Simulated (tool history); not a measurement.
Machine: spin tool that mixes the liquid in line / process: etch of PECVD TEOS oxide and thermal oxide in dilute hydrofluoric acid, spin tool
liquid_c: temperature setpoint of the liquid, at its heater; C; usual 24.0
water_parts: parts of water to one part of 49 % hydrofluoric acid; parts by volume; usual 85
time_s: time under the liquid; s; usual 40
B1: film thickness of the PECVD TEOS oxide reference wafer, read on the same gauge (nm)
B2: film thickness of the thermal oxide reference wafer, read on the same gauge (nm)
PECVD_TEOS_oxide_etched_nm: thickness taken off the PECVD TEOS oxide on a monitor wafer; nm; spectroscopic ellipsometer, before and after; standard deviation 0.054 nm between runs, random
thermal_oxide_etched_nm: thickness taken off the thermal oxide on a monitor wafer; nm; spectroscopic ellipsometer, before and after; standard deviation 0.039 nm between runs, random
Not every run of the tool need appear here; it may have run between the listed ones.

run 1 day=0.000 | liquid_c=24.0 water_parts=85 time_s=35 | B1=80.00 B2=150.006 | PECVD_TEOS_oxide_etched_nm=5.03 thermal_oxide_etched_nm=1.742
run 2 day=0.975 | liquid_c=24.0 water_parts=85 time_s=35 | B1=80.01 B2=149.992 | PECVD_TEOS_oxide_etched_nm=5.14 thermal_oxide_etched_nm=1.711
run 3 day=2.358 | liquid_c=24.0 water_parts=85 time_s=40 | B1=80.01 B2=150.021 | PECVD_TEOS_oxide_etched_nm=5.73 thermal_oxide_etched_nm=1.981
run 4 day=3.162 | liquid_c=24.0 water_parts=85 time_s=40 | B1=79.99 B2=149.978 | PECVD_TEOS_oxide_etched_nm=5.67 thermal_oxide_etched_nm=1.932
run 5 day=3.838 | liquid_c=24.0 water_parts=85 time_s=40 | B1=80.02 B2=149.998 | PECVD_TEOS_oxide_etched_nm=5.81 thermal_oxide_etched_nm=1.987
run 6 day=4.896 | liquid_c=22.0 water_parts=85 time_s=40 | B1=79.99 B2=149.983 | PECVD_TEOS_oxide_etched_nm=5.38 thermal_oxide_etched_nm=1.889
run 7 day=6.346 | liquid_c=24.0 water_parts=85 time_s=40 | B1=80.00 B2=149.999 | PECVD_TEOS_oxide_etched_nm=5.71 thermal_oxide_etched_nm=1.960
run 8 day=6.954 | liquid_c=24.0 water_parts=85 time_s=40 | B1=79.98 B2=150.004 | PECVD_TEOS_oxide_etched_nm=5.73 thermal_oxide_etched_nm=1.991
run 9 day=7.717 | liquid_c=24.0 water_parts=85 time_s=40 | B1=79.99 B2=150.023 | PECVD_TEOS_oxide_etched_nm=5.74 thermal_oxide_etched_nm=1.890
-- day=8.162 gauge calibrated
run 10 day=8.775 | liquid_c=24.0 water_parts=85 time_s=40 | B1=79.98 B2=150.026 | PECVD_TEOS_oxide_etched_nm=5.70 thermal_oxide_etched_nm=1.963
run 11 day=10.092 | liquid_c=24.0 water_parts=85 time_s=40 | B1=79.99 B2=149.998 | PECVD_TEOS_oxide_etched_nm=5.74 thermal_oxide_etched_nm=2.048
-- day=10.271 hydrofluoric acid flow meter replaced
run 12 day=11.117 | liquid_c=24.0 water_parts=85 time_s=40 | B1=79.97 B2=149.980 | PECVD_TEOS_oxide_etched_nm=5.69 thermal_oxide_etched_nm=1.992
-- day=11.975 thermometer replaced
run 13 day=12.438 | liquid_c=22.0 water_parts=75 time_s=45 | B1=80.00 B2=150.006 | PECVD_TEOS_oxide_etched_nm=7.32 thermal_oxide_etched_nm=2.615
run 14 day=13.100 | liquid_c=27.0 water_parts=85 time_s=40 | B1=79.98 B2=149.993 | PECVD_TEOS_oxide_etched_nm=7.08 thermal_oxide_etched_nm=2.372
run 15 day=14.542 | liquid_c=24.0 water_parts=85 time_s=40 | B1=80.00 B2=150.008 | PECVD_TEOS_oxide_etched_nm=6.12 thermal_oxide_etched_nm=2.180
run 16 day=15.600 | liquid_c=26.5 water_parts=65 time_s=65 | B1=80.00 B2=149.991 | PECVD_TEOS_oxide_etched_nm=15.03 thermal_oxide_etched_nm=4.962
run 17 day=16.912 | liquid_c=26.5 water_parts=65 time_s=15 | B1=80.00 B2=150.004 | PECVD_TEOS_oxide_etched_nm=3.37 thermal_oxide_etched_nm=1.218
run 18 day=18.200 | liquid_c=24.0 water_parts=85 time_s=40 | B1=80.00 B2=150.033 | PECVD_TEOS_oxide_etched_nm=6.05 thermal_oxide_etched_nm=2.131
run 19 day=18.950 | liquid_c=27.0 water_parts=70 time_s=55 | B1=80.00 B2=150.003 | PECVD_TEOS_oxide_etched_nm=12.00 thermal_oxide_etched_nm=3.907
run 20 day=20.042 | liquid_c=24.0 water_parts=85 time_s=45 | B1=79.99 B2=150.025 | PECVD_TEOS_oxide_etched_nm=6.91 thermal_oxide_etched_nm=2.379
run 21 day=20.875 | liquid_c=24.0 water_parts=85 time_s=40 | B1=79.99 B2=150.008 | PECVD_TEOS_oxide_etched_nm=6.02 thermal_oxide_etched_nm=2.081
run 22 day=21.383 | liquid_c=24.0 water_parts=85 time_s=50 | B1=80.01 B2=149.976 | PECVD_TEOS_oxide_etched_nm=7.68 thermal_oxide_etched_nm=2.604

Subtracting, for every run, the result it would have given without the tool's unlogged condition from the measured result gives the following. The same run-to-run variation enters both numbers; the gauge's scatter may not:
Hidden conditions of the tool in this case: liquid colder than its thermometer reads (K); hydrofluoric acid flow below the setpoint (%); gauge reads high (%).
run=1 PECVD_TEOS_oxide_etched_nm=-0.45 thermal_oxide_etched_nm=-0.156
run=2 PECVD_TEOS_oxide_etched_nm=-0.47 thermal_oxide_etched_nm=-0.155
run=3 PECVD_TEOS_oxide_etched_nm=-0.53 thermal_oxide_etched_nm=-0.183
run=4 PECVD_TEOS_oxide_etched_nm=-0.53 thermal_oxide_etched_nm=-0.181
run=5 PECVD_TEOS_oxide_etched_nm=-0.55 thermal_oxide_etched_nm=-0.189
run=6 PECVD_TEOS_oxide_etched_nm=-0.53 thermal_oxide_etched_nm=-0.185
run=7 PECVD_TEOS_oxide_etched_nm=-0.56 thermal_oxide_etched_nm=-0.194
run=8 PECVD_TEOS_oxide_etched_nm=-0.58 thermal_oxide_etched_nm=-0.199
run=9 PECVD_TEOS_oxide_etched_nm=-0.58 thermal_oxide_etched_nm=-0.191
run=10 PECVD_TEOS_oxide_etched_nm=-0.58 thermal_oxide_etched_nm=-0.201
run=11 PECVD_TEOS_oxide_etched_nm=-0.60 thermal_oxide_etched_nm=-0.214
run=12 PECVD_TEOS_oxide_etched_nm=-0.60 thermal_oxide_etched_nm=-0.210
run=13 PECVD_TEOS_oxide_etched_nm=-0.14 thermal_oxide_etched_nm=-0.050
run=14 PECVD_TEOS_oxide_etched_nm=-0.13 thermal_oxide_etched_nm=-0.045
run=15 PECVD_TEOS_oxide_etched_nm=-0.13 thermal_oxide_etched_nm=-0.047
run=16 PECVD_TEOS_oxide_etched_nm=-0.34 thermal_oxide_etched_nm=-0.113
run=17 PECVD_TEOS_oxide_etched_nm=-0.08 thermal_oxide_etched_nm=-0.030
run=18 PECVD_TEOS_oxide_etched_nm=-0.16 thermal_oxide_etched_nm=-0.056
run=19 PECVD_TEOS_oxide_etched_nm=-0.32 thermal_oxide_etched_nm=-0.105
run=20 PECVD_TEOS_oxide_etched_nm=-0.20 thermal_oxide_etched_nm=-0.068
run=21 PECVD_TEOS_oxide_etched_nm=-0.18 thermal_oxide_etched_nm=-0.063
run=22 PECVD_TEOS_oxide_etched_nm=-0.24 thermal_oxide_etched_nm=-0.080
